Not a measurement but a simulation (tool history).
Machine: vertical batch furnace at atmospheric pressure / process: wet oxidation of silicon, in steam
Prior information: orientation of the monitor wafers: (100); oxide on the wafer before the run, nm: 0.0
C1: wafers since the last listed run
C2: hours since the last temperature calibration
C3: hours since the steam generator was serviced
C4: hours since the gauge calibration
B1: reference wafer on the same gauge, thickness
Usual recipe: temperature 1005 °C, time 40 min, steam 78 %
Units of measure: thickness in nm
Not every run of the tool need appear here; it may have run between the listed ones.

run 1 hour=0 | temperature=988 time=40 steam=78 | C1=0 C2=3260 C3=2502.7 C4=78.6 | B1=318.94 | thickness=263.67
run 2 hour=30.4 | temperature=988 time=40 steam=78 | C1=608 C2=3290.4 C3=2533.1 C4=109 | B1=319.72 | thickness=260.06
run 3 hour=64.6 | temperature=1005 time=40 steam=78 | C1=685 C2=3324.6 C3=2567.3 C4=143.2 | B1=319.46 | thickness=304.65
run 4 hour=99.9 | temperature=1005 time=40 steam=78 | C1=707 C2=3359.9 C3=2602.6 C4=178.5 | B1=319.19 | thickness=304.53
run 5 hour=120.5 | temperature=1005 time=40 steam=78 | C1=412 C2=3380.5 C3=2623.2 C4=199.1 | B1=319.49 | thickness=302.29
run 6 hour=142.3 | temperature=1005 time=40 steam=78 | C1=436 C2=3402.3 C3=2645 C4=220.9 | B1=319.66 | thickness=303.68
run 7 hour=170.7 | temperature=1005 time=40 steam=78 | C1=568 C2=3430.7 C3=2673.4 C4=249.3 | B1=318.95 | thickness=302.1
run 8 hour=190.3 | temperature=1005 time=40 steam=78 | C1=392 C2=3450.3 C3=2693 C4=268.9 | B1=318.63 | thickness=302.75
run 9 hour=205.5 | temperature=1005 time=40 steam=74 | C1=304 C2=3465.5 C3=2708.2 C4=284.1 | B1=318.95 | thickness=291.81
run 10 hour=228.3 | temperature=1005 time=40 steam=74 | C1=456 C2=3488.3 C3=2731 C4=306.9 | B1=319.05 | thickness=292.39
run 11 hour=265.6 | temperature=1005 time=40 steam=78 | C1=747 C2=3525.6 C3=2768.3 C4=344.2 | B1=319.12 | thickness=302.56
run 12 hour=285.3 | temperature=1005 time=40 steam=78 | C1=394 C2=3545.3 C3=2788 C4=363.9 | B1=319.18 | thickness=303.41
run 13 hour=297.5 | temperature=989 time=52.5 steam=78 | C1=244 C2=3557.5 C3=2800.2 C4=376.1 | B1=319.57 | thickness=326.1
run 14 hour=317.8 | temperature=1005 time=40 steam=78 | C1=406 C2=3577.8 C3=2820.5 C4=396.4 | B1=318.8 | thickness=302.4
run 15 hour=350.8 | temperature=1005 time=40 steam=78 | C1=661 C2=3610.8 C3=2853.5 C4=429.4 | B1=319.27 | thickness=303.28
run 16 hour=378.8 | temperature=1005 time=40 steam=78 | C1=560 C2=3638.8 C3=2881.5 C4=457.4 | B1=318.95 | thickness=300.86
run 17 hour=392.6 | temperature=1005 time=34 steam=78 | C1=276 C2=3652.6 C3=2895.3 C4=471.2 | B1=319.6 | thickness=267.95
run 18 hour=410 | temperature=1005 time=40 steam=78 | C1=348 C2=3670 C3=2912.7 C4=488.6 | B1=319.03 | thickness=302.87
run 19 hour=423.4 | temperature=1005 time=45 steam=72 | C1=268 C2=3683.4 C3=2926.1 C4=502 | B1=319.08 | thickness=312.24
-- hour=447.5 steam generator serviced
run 20 hour=448 | temperature=1005 time=53 steam=68 | C1=12 C2=3708 C3=0.5 C4=526.6 | B1=319.24 | thickness=335.83
run 21 hour=459 | temperature=1005 time=31 steam=78 | C1=220 C2=3719 C3=11.5 C4=537.6 | B1=318.9 | thickness=250.81
run 22 hour=491.5 | temperature=1020 time=33.5 steam=85 | C1=651 C2=3751.5 C3=44 C4=570.1 | B1=318.81 | thickness=320.23
run 23 hour=526.1 | temperature=1012 time=31 steam=90 | C1=693 C2=3786.1 C3=78.6 C4=604.7 | B1=318.96 | thickness=295.54
-- hour=554.9 thermocouples replaced and temperature profile calibrated
run 24 hour=555.4 | temperature=1020 time=57 steam=82 | C1=106 C2=0.5 C3=107.9 C4=634 | B1=318.28 | thickness=445.99
run 25 hour=577.9 | temperature=1005 time=40 steam=78 | C1=450 C2=23 C3=130.4 C4=656.5 | B1=319.29 | thickness=304.64
-- hour=587.6 gauge calibrated
run 26 hour=593.8 | temperature=1005 time=40 steam=73 | C1=318 C2=38.9 C3=146.3 C4=6.2 | B1=318.61 | thickness=287.66
run 27 hour=624.7 | temperature=999 time=25 steam=73 | C1=618 C2=69.8 C3=177.2 C4=37.1 | B1=318.64 | thickness=192.28
run 28 hour=643.7 | temperature=1005 time=58.5 steam=78 | C1=380 C2=88.8 C3=196.2 C4=56.1 | B1=319.1 | thickness=394.63
run 29 hour=671.5 | temperature=1005 time=40 steam=78 | C1=556 C2=116.6 C3=224 C4=83.9 | B1=319.03 | thickness=301.53
run 30 hour=687.9 | temperature=1005 time=40 steam=78 | C1=328 C2=133 C3=240.4 C4=100.3 | B1=318.18 | thickness=306.15
run 31 hour=723 | temperature=1017 time=50 steam=81 | C1=703 C2=168.1 C3=275.5 C4=135.4 | B1=318.37 | thickness=397.69
run 32 hour=754.1 | temperature=1005 time=40 steam=70 | C1=622 C2=199.2 C3=306.6 C4=166.5 | B1=319.48 | thickness=279.82
run 33 hour=778.5 | temperature=1005 time=21 steam=78 | C1=488 C2=223.6 C3=331 C4=190.9 | B1=318.86 | thickness=187.09
run 34 hour=809.9 | temperature=1005 time=40 steam=78 | C1=628 C2=255 C3=362.4 C4=222.3 | B1=319.1 | thickness=302.01

4 ways to go on from here, each from the tool as it stands after run 34. What would each give?
run A hour=814.1 | temperature=1005 time=21.5 steam=78 | C1=84 C2=259.2 C3=366.6 C4=226.5 | B1=? | thickness=?
run B hour=814.1 | temperature=982 time=24 steam=78 | C1=84 C2=259.2 C3=366.6 C4=226.5 | B1=? | thickness=?
run C hour=814.1 | temperature=1011 time=23 steam=85 | C1=84 C2=259.2 C3=366.6 C4=226.5 | B1=? | thickness=?
run D hour=814.1 | temperature=1012 time=40 steam=78 | C1=84 C2=259.2 C3=366.6 C4=226.5 | B1=? | thickness=?

run=A B1=319.39 thickness=190.08
run=B B1=319.39 thickness=164.39
run=C B1=319.39 thickness=226.13
run=D B1=319.39 thickness=321.16
Take away the tool's hidden state, keep each run's random variation, and the runs would have read:
run=A thickness=190.08
run=B thickness=164.39
run=C thickness=226.13
run=D thickness=321.16

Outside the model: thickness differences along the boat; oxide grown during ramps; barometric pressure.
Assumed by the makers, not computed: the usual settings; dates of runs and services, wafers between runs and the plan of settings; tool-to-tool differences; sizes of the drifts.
